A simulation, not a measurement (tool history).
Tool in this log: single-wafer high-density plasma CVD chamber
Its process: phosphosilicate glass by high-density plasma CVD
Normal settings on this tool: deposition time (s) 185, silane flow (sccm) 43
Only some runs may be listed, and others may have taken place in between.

run,hour,deposition time (s),silane flow (sccm),"read-back reference wafer on the same gauge, thickness_nm",mean film thickness on the monitor wafer (nm)
1,0.0,176,43,901.770,788.865
2,41.6,185,43,901.395,825.627
3,102.4,185,43,902.778,837.584
4,129.1,201,43,903.004,913.148
# hour 162.9: gauge calibrated
5,187.6,201,43,902.980,900.979
6,256.7,185,41,902.037,800.831
7,283.8,185,41,901.733,793.013
8,312.6,185,41,900.936,798.714
9,375.0,185,43,901.375,833.700
# hour 412.0: silane flow controller replaced
10,439.2,172,43,902.179,734.902
11,491.3,185,43,901.692,792.416
12,529.9,185,43,901.896,795.219
13,596.8,205,38,901.948,791.773
14,648.7,154,50,901.355,761.556
15,707.9,218,38,901.748,834.290
16,766.9,185,43,902.109,792.778
# hour 813.9: gauge calibrated
17,835.9,165,36,902.227,603.940
18,871.6,185,43,902.433,797.213
19,906.3,222,47,902.387,1042.533
20,940.5,222,43,901.973,962.251
21,978.0,216,47,902.252,1022.015
22,1044.4,154,51,902.682,790.121

What if the next run were any one of these 3? Each begins from the tool's condition after run 22:
A,1044.9,185,39,?,?
B,1044.9,222,46,?,?
C,1044.9,185,48,?,?

run,"read-back reference wafer on the same gauge, thickness_nm",mean film thickness on the monitor wafer (nm)
A,902.244,734.694
B,902.244,1028.911
C,902.244,892.492
Stripped of hidden state, with their random variation kept, the same runs would have yielded:
run,mean film thickness on the monitor wafer (nm)
A,729.464
B,1021.587
C,886.139
